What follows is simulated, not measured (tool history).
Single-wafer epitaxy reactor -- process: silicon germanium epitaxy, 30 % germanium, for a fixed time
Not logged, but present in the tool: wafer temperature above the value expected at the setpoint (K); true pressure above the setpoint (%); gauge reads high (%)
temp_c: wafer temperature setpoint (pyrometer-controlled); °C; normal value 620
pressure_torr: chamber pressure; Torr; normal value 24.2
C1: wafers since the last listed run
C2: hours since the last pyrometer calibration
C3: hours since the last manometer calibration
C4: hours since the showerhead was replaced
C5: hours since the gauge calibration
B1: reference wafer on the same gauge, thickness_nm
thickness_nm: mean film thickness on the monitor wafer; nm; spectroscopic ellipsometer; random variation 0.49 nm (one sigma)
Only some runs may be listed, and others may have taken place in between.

Run 1, day 0.000: usual settings; C1 0; C2 2178.3; C3 593.6; C4 5963.0; C5 458.7; B1 76.062. Result: thickness_nm 94.698 nm.
Run 2, day 0.888: usual settings; C1 292; C2 2199.6; C3 614.9; C4 5984.3; C5 480.0; B1 75.944. Result: thickness_nm 94.084 nm.
Run 3, day 2.012: usual settings; C1 370; C2 2226.6; C3 641.9; C4 6011.3; C5 507.0; B1 76.138. Result: thickness_nm 94.483 nm.
Run 4, day 2.538: usual settings but pressure_torr 22.6 Torr; C1 172; C2 2239.2; C3 654.5; C4 6023.9; C5 519.6; B1 76.195. Result: thickness_nm 91.374 nm.
Run 5, day 3.112: usual settings but pressure_torr 22.6 Torr; C1 189; C2 2253.0; C3 668.3; C4 6037.7; C5 533.4; B1 76.226. Result: thickness_nm 91.142 nm.
Run 6, day 4.429: usual settings but pressure_torr 22.6 Torr; C1 433; C2 2284.6; C3 699.9; C4 6069.3; C5 565.0; B1 76.389. Result: thickness_nm 91.041 nm.
Run 7, day 5.221: usual settings; C1 260; C2 2303.6; C3 718.9; C4 6088.3; C5 584.0; B1 76.569. Result: thickness_nm 95.496 nm.
Run 8, day 6.262: usual settings but pressure_torr 20.6 Torr; C1 343; C2 2328.6; C3 743.9; C4 6113.3; C5 609.0; B1 76.487. Result: thickness_nm 86.794 nm.
Run 9, day 7.383: usual settings but pressure_torr 20.6 Torr; C1 369; C2 2355.5; C3 770.8; C4 6140.2; C5 635.9; B1 76.477. Result: thickness_nm 85.603 nm.
Run 10, day 8.321: usual settings but pressure_torr 20.6 Torr; C1 308; C2 2378.0; C3 793.3; C4 6162.7; C5 658.4; B1 76.569. Result: thickness_nm 85.948 nm.
Run 11, day 9.558: usual settings but temp_c 624 °C, pressure_torr 26.8 Torr; C1 407; C2 2407.7; C3 823.0; C4 6192.4; C5 688.1; B1 76.671. Result: thickness_nm 110.069 nm.
Run 12, day 10.117: usual settings; C1 183; C2 2421.1; C3 836.4; C4 6205.8; C5 701.5; B1 76.991. Result: thickness_nm 95.357 nm.
At day 11.608: pyrometer calibrated.
Run 13, day 11.629: usual settings; C1 388; C2 0.5; C3 872.7; C4 6242.1; C5 737.8; B1 76.916. Result: thickness_nm 94.615 nm.
Run 14, day 12.150: usual settings; C1 171; C2 13.0; C3 885.2; C4 6254.6; C5 750.3; B1 76.868. Result: thickness_nm 96.217 nm.
Run 15, day 13.304: usual settings but temp_c 613 °C, pressure_torr 28.3 Torr; C1 380; C2 40.7; C3 912.9; C4 6282.3; C5 778.0; B1 76.741. Result: thickness_nm 90.572 nm.
Run 16, day 14.450: usual settings but temp_c 613 °C, pressure_torr 28.3 Torr; C1 377; C2 68.2; C3 940.4; C4 6309.8; C5 805.5; B1 77.231. Result: thickness_nm 90.621 nm.
Run 17, day 15.746: usual settings but pressure_torr 20.6 Torr; C1 426; C2 99.3; C3 971.5; C4 6340.9; C5 836.6; B1 77.092. Result: thickness_nm 87.283 nm.
Run 18, day 16.821: usual settings but temp_c 615 °C, pressure_torr 27.1 Torr; C1 354; C2 125.1; C3 997.3; C4 6366.7; C5 862.4; B1 77.177. Result: thickness_nm 92.948 nm.
Run 19, day 17.517: usual settings but temp_c 632 °C, pressure_torr 26.1 Torr; C1 229; C2 141.8; C3 1014.0; C4 6383.4; C5 879.1; B1 77.292. Result: thickness_nm 128.338 nm.
At day 21.658: showerhead replaced.
Run 20, day 21.825: usual settings but temp_c 624 °C, pressure_torr 18.4 Torr; C1 1309; C2 245.2; C3 1117.4; C4 4.0; C5 982.5; B1 77.690. Result: thickness_nm 87.787 nm.
Run 21, day 22.650: usual settings but temp_c 606 °C; C1 271; C2 265.0; C3 1137.2; C4 23.8; C5 1002.3; B1 77.851. Result: thickness_nm 72.570 nm.
Run 22, day 23.529: usual settings but temp_c 615 °C, pressure_torr 30.1 Torr; C1 289; C2 286.1; C3 1158.3; C4 44.9; C5 1023.4; B1 77.810. Result: thickness_nm 99.211 nm.
Run 23, day 24.192: usual settings; C1 218; C2 302.0; C3 1174.2; C4 60.8; C5 1039.3; B1 77.650. Result: thickness_nm 96.761 nm.
Run 24, day 25.300: usual settings but temp_c 610 °C, pressure_torr 30.2 Torr; C1 365; C2 328.6; C3 1200.8; C4 87.4; C5 1065.9; B1 77.802. Result: thickness_nm 89.557 nm.
At day 28.800: gauge calibrated.
Run 25, day 29.008: usual settings; C1 1221; C2 417.6; C3 1289.8; C4 176.4; C5 5.0; B1 74.568. Result: thickness_nm 92.051 nm.
At day 29.575: capacitance manometer re-zeroed and calibrated.
Run 26, day 29.712: usual settings; C1 122; C2 434.5; C3 3.3; C4 193.3; C5 21.9; B1 74.533. Result: thickness_nm 92.074 nm.
Run 27, day 31.025: usual settings; C1 432; C2 466.0; C3 34.8; C4 224.8; C5 53.4; B1 74.577. Result: thickness_nm 92.549 nm.
Run 28, day 31.917: usual settings but temp_c 632 °C, pressure_torr 26.2 Torr; C1 293; C2 487.4; C3 56.2; C4 246.2; C5 74.8; B1 74.498. Result: thickness_nm 122.589 nm.
Run 29, day 32.750: usual settings but temp_c 613 °C, pressure_torr 29.4 Torr; C1 274; C2 507.4; C3 76.2; C4 266.2; C5 94.8; B1 74.494. Result: thickness_nm 90.353 nm.
Run 30, day 34.125: usual settings but temp_c 624 °C, pressure_torr 18.4 Torr; C1 453; C2 540.4; C3 109.2; C4 299.2; C5 127.8; B1 74.788. Result: thickness_nm 84.366 nm.
Run 31, day 35.312: usual settings but temp_c 630 °C, pressure_torr 26.9 Torr; C1 391; C2 568.9; C3 137.7; C4 327.7; C5 156.3; B1 74.890. Result: thickness_nm 119.942 nm.
Run 32, day 36.188: usual settings but temp_c 630 °C; C1 288; C2 589.9; C3 158.7; C4 348.7; C5 177.3; B1 74.867. Result: thickness_nm 112.642 nm.
Run 33, day 36.746: usual settings; C1 183; C2 603.3; C3 172.1; C4 362.1; C5 190.7; B1 75.017. Result: thickness_nm 93.501 nm.
Run 34, day 38.033: usual settings but temp_c 613 °C, pressure_torr 29.7 Torr; C1 424; C2 634.2; C3 203.0; C4 393.0; C5 221.6; B1 75.082. Result: thickness_nm 91.205 nm.

Branching from run 34: 5 alternative next runs. What would each branch give?
Run A, day 38.050: usual settings but pressure_torr 26.5 Torr; C1 5; C2 634.6; C3 203.4; C4 393.4; C5 222.0; B1 ?. Result: thickness_nm ?.
Run B, day 38.050: usual settings but temp_c 630 °C, pressure_torr 22.0 Torr; C1 5; C2 634.6; C3 203.4; C4 393.4; C5 222.0; B1 ?. Result: thickness_nm ?.
Run C, day 38.050: usual settings but temp_c 615 °C, pressure_torr 19.4 Torr; C1 5; C2 634.6; C3 203.4; C4 393.4; C5 222.0; B1 ?. Result: thickness_nm ?.
Run D, day 38.050: usual settings but temp_c 625 °C, pressure_torr 18.7 Torr; C1 5; C2 634.6; C3 203.4; C4 393.4; C5 222.0; B1 ?. Result: thickness_nm ?.
Run E, day 38.050: usual settings but temp_c 633 °C, pressure_torr 18.3 Torr; C1 5; C2 634.6; C3 203.4; C4 393.4; C5 222.0; B1 ?. Result: thickness_nm ?.

run      B1  thickness_nm
  A  75.018        98.676
  B  75.018       107.472
  C  75.018        73.829
  D  75.018        87.767
  E  75.018       100.931
Without the tool's unlogged condition, the same runs would have read:
run  thickness_nm
  A        97.865
  B       106.589
  C        73.223
  D        87.047
  E       100.102
